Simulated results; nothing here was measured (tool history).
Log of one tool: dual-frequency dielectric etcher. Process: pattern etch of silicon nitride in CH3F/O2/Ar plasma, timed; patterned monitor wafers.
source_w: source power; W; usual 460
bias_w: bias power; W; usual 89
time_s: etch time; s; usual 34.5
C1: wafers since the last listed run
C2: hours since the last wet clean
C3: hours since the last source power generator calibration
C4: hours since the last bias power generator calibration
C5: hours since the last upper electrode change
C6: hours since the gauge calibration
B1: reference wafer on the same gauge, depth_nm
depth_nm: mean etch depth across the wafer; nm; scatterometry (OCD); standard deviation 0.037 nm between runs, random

run 1 hour=0.0 | source_w=460 bias_w=89 time_s=34.5 | C1=0 C2=11.8 C3=2621.8 C4=2942.8 C5=1841.1 C6=141.1 | B1=28.01 | depth_nm=25.41
run 2 hour=28.2 | source_w=430 bias_w=89 time_s=34.5 | C1=373 C2=40.0 C3=2650.0 C4=2971.0 C5=1869.3 C6=169.3 | B1=28.00 | depth_nm=24.56
run 3 hour=57.4 | source_w=430 bias_w=89 time_s=34.5 | C1=386 C2=69.2 C3=2679.2 C4=3000.2 C5=1898.5 C6=198.5 | B1=28.00 | depth_nm=24.51
run 4 hour=118.7 | source_w=430 bias_w=89 time_s=34.5 | C1=811 C2=130.5 C3=2740.5 C4=3061.5 C5=1959.8 C6=259.8 | B1=28.00 | depth_nm=24.56
-- hour=185.1 bias power generator calibrated
run 5 hour=187.0 | source_w=460 bias_w=89 time_s=27.5 | C1=851 C2=198.8 C3=2808.8 C4=1.9 C5=2028.1 C6=328.1 | B1=27.99 | depth_nm=20.23
-- hour=235.6 upper electrode replaced
run 6 hour=243.6 | source_w=460 bias_w=89 time_s=27.5 | C1=431 C2=255.4 C3=2865.4 C4=58.5 C5=8.0 C6=384.7 | B1=27.99 | depth_nm=20.20
-- hour=280.0 gauge calibrated
-- hour=283.9 source power generator calibrated
run 7 hour=294.9 | source_w=460 bias_w=89 time_s=34.5 | C1=626 C2=306.7 C3=11.0 C4=109.8 C5=59.3 C6=14.9 | B1=28.00 | depth_nm=24.46
run 8 hour=343.6 | source_w=460 bias_w=79 time_s=34.5 | C1=644 C2=355.4 C3=59.7 C4=158.5 C5=108.0 C6=63.6 | B1=28.00 | depth_nm=23.49
run 9 hour=409.7 | source_w=520 bias_w=100 time_s=34.5 | C1=875 C2=421.5 C3=125.8 C4=224.6 C5=174.1 C6=129.7 | B1=28.01 | depth_nm=27.11
-- hour=476.4 wet clean of the chamber
run 10 hour=476.9 | source_w=460 bias_w=70 time_s=44.0 | C1=571 C2=0.5 C3=193.0 C4=291.8 C5=241.3 C6=196.9 | B1=28.00 | depth_nm=28.93
run 11 hour=485.1 | source_w=520 bias_w=82 time_s=37.5 | C1=108 C2=8.7 C3=201.2 C4=300.0 C5=249.5 C6=205.1 | B1=28.00 | depth_nm=27.78

Run 12, settings as shown, results not yet in. Your forecast:
run 12 hour=539.4 | source_w=460 bias_w=89 time_s=34.5 | C1=718 C2=63.0 C3=255.5 C4=354.3 C5=303.8 C6=259.4 | B1=? | depth_nm=?

{"run 12": {"B1": 28.0, "depth_nm": 24.77}}
Had the tool carried no hidden state, the very same run would have given depth_nm 24.83 nm.
